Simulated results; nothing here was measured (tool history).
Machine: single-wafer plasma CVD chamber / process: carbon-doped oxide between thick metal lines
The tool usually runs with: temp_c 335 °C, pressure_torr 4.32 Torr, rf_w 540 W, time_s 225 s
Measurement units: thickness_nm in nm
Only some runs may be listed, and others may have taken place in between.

run	hour	temp_c	pressure_torr	rf_w	time_s	wafers since the last listed run	hours since the last thermocouple change	hours since the last RF generator calibration	hours since the last manometer calibration	hours since the showerhead was replaced	hours since the gauge calibration	read-back reference wafer on the same gauge, thickness_nm	thickness_nm
1	0	324	4.32	540	225	0	901.2	853.7	1571.9	4814	2.1	1370.342	1300.012
2	16.8	324	4.32	540	225	161	918	870.5	1588.7	4830.8	18.9	1369.981	1297.752
3	38.9	335	4.32	540	225	212	940.1	892.6	1610.8	4852.9	41	1370.629	1249.679
4	55.6	335	4.32	540	225	160	956.8	909.3	1627.5	4869.6	57.7	1370.055	1250.341
5	68.7	335	4.32	540	225	126	969.9	922.4	1640.6	4882.7	70.8	1369.66	1248.833
6	104.5	344	4.32	540	225	344	1005.7	958.2	1676.4	4918.5	106.6	1370.644	1212.179
7	124.6	344	4.32	540	225	193	1025.8	978.3	1696.5	4938.6	126.7	1370.019	1214.325
8	159.2	344	4.32	540	225	332	1060.4	1012.9	1731.1	4973.2	161.3	1369.515	1213.224
9	178.3	343	4.32	540	225	183	1079.5	1032	1750.2	4992.3	180.4	1370.213	1218.269
# hour 199.9: thermocouple changed; heater temperature recalibrated
10	213.8	343	4.32	540	225	264	13.9	1067.5	1785.7	5027.8	215.9	1370.523	1238.823
11	227.8	335	4.66	540	225	134	27.9	1081.5	1799.7	5041.8	229.9	1370.338	1294.737
# hour 255.3: RF generator calibrated
12	255.8	335	4.32	540	225	192	55.9	0.5	1827.7	5069.8	257.9	1369.6	1317.376
# hour 270.9: capacitance manometer re-zeroed and calibrated
13	278	328	4.9	600	252	136	78.1	22.7	7.1	5092	280.1	1369.793	1619.664
14	305.3	335	5.14	600	225	262	105.4	50	34.4	5119.3	307.4	1369.851	1418.705
15	331	335	4.32	540	225	247	131.1	75.7	60.1	5145	333.1	1369.886	1297.171
# hour 356.7: showerhead replaced
16	357.2	335	3.28	540	205	175	157.3	101.9	86.3	0.5	359.3	1370.428	1122.801
17	366.2	322	4.79	455	253	86	166.3	110.9	95.3	9.5	368.3	1369.53	1436.736
# hour 374.4: gauge calibrated
18	408.6	335	4.32	540	225	407	208.7	153.3	137.7	51.9	34.2	1370.321	1287.625
19	426.3	347	4.32	540	225	170	226.4	171	155.4	69.6	51.9	1369.82	1242.708
20	453.3	329	4.32	540	264	259	253.4	198	182.4	96.6	78.9	1370.839	1539.98
21	466.6	335	4.32	540	225	127	266.7	211.3	195.7	109.9	92.2	1369.7	1285.426
22	497.6	335	4.32	540	225	298	297.7	242.3	226.7	140.9	123.2	1369.621	1281.365
23	521.9	346	4.32	635	211	233	322	266.6	251	165.2	147.5	1370.02	1253.785

Forecast each of these 3 alternatives for the next run:
A	522.4	335	4.32	540	225	4	322.5	267.1	251.5	165.7	148	?	?
B	522.4	321	4.32	620	263	4	322.5	267.1	251.5	165.7	148	?	?
C	522.4	335	4.86	465	225	4	322.5	267.1	251.5	165.7	148	?	?

run	read-back reference wafer on the same gauge, thickness_nm	thickness_nm
A	1370.565	1268.81
B	1370.565	1668.419
C	1370.565	1208.37
What these runs would have given with no unlogged condition in the tool:
run	thickness_nm
A	1316.102
B	1732.66
C	1254.077
